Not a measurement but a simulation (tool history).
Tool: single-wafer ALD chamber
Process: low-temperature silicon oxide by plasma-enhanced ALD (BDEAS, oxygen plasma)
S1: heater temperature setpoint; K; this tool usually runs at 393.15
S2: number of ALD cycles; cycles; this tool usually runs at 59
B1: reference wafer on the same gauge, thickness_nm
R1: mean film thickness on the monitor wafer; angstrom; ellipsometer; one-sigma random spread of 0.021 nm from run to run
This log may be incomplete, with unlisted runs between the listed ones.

Run 1, hour 0: usual settings but S1 387.15 K, S2 52 cycles; B1 7.884. Result: R1 76.29 angstrom.
Run 2, hour 16.2: usual settings but S1 387.15 K, S2 52 cycles; B1 7.889. Result: R1 76.29 angstrom.
Run 3, hour 47.9: usual settings but S1 387.15 K, S2 52 cycles; B1 7.898. Result: R1 76.5 angstrom.
Run 4, hour 77.8: usual settings; B1 7.907. Result: R1 85.86 angstrom.
Run 5, hour 91.5: usual settings; B1 7.909. Result: R1 86.06 angstrom.
Run 6, hour 109.2: usual settings; B1 7.915. Result: R1 85.94 angstrom.
Run 7, hour 138.7: usual settings but S2 65 cycles; B1 7.929. Result: R1 95.17 angstrom.
Run 8, hour 155.2: usual settings but S1 389.15 K, S2 55 cycles; B1 7.931. Result: R1 80.73 angstrom.
Run 9, hour 174.3: usual settings but S1 389.15 K, S2 55 cycles; B1 7.938. Result: R1 81 angstrom.
Run 10, hour 189.4: usual settings but S1 389.15 K, S2 55 cycles; B1 7.942. Result: R1 81.26 angstrom.
Run 11, hour 223: usual settings; B1 7.955. Result: R1 86.04 angstrom.
Run 12, hour 240: usual settings but S2 67 cycles; B1 7.959. Result: R1 98.22 angstrom.
At hour 291.7: gauge calibrated.
Run 13, hour 326.5: usual settings but S1 381.15 K, S2 70 cycles; B1 7.785. Result: R1 102.43 angstrom.
Run 14, hour 357: usual settings but S1 399.15 K, S2 51 cycles; B1 7.795. Result: R1 72.68 angstrom.
Run 15, hour 391.1: usual settings; B1 7.806. Result: R1 84.66 angstrom.
Run 16, hour 406.5: usual settings but S1 403.15 K, S2 68 cycles; B1 7.808. Result: R1 95.97 angstrom.
Run 17, hour 438: usual settings but S1 387.15 K, S2 52 cycles; B1 7.817. Result: R1 75.8 angstrom.
Run 18, hour 461: usual settings but S1 384.15 K, S2 54 cycles; B1 7.826. Result: R1 79.07 angstrom.
At hour 488.8: thermocouple changed; heater temperature recalibrated.
Run 19, hour 491.8: usual settings but S1 380.15 K, S2 51 cycles; B1 7.832. Result: R1 74.92 angstrom.
Run 20, hour 512.2: usual settings but S1 407.15 K, S2 66 cycles; B1 7.843. Result: R1 92.98 angstrom.
Run 21, hour 525.2: usual settings but S2 68 cycles; B1 7.845. Result: R1 98.37 angstrom.
Run 22, hour 557: usual settings but S2 51 cycles; B1 7.861. Result: R1 73.63 angstrom.
Run 23, hour 586.5: usual settings but S1 380.15 K, S2 62 cycles; B1 7.87. Result: R1 91.15 angstrom.
Run 24, hour 616.2: usual settings; B1 7.873. Result: R1 85.39 angstrom.

Forecast each of these 3 alternatives for the next run:
Run A, hour 616.7: usual settings; B1 ?. Result: R1 ?.
Run B, hour 616.7: usual settings but S1 399.15 K, S2 70 cycles; B1 ?. Result: R1 ?.
Run C, hour 616.7: usual settings but S1 406.15 K, S2 54 cycles; B1 ?. Result: R1 ?.

run     B1     R1
  A  7.873  85.47
  B  7.873  100.4
  C  7.873  76.55
The same runs, with their run-to-run variation unchanged, on a tool lacking any hidden condition would have given:
run     R1
  A  84.43
  B  99.18
  C  75.62
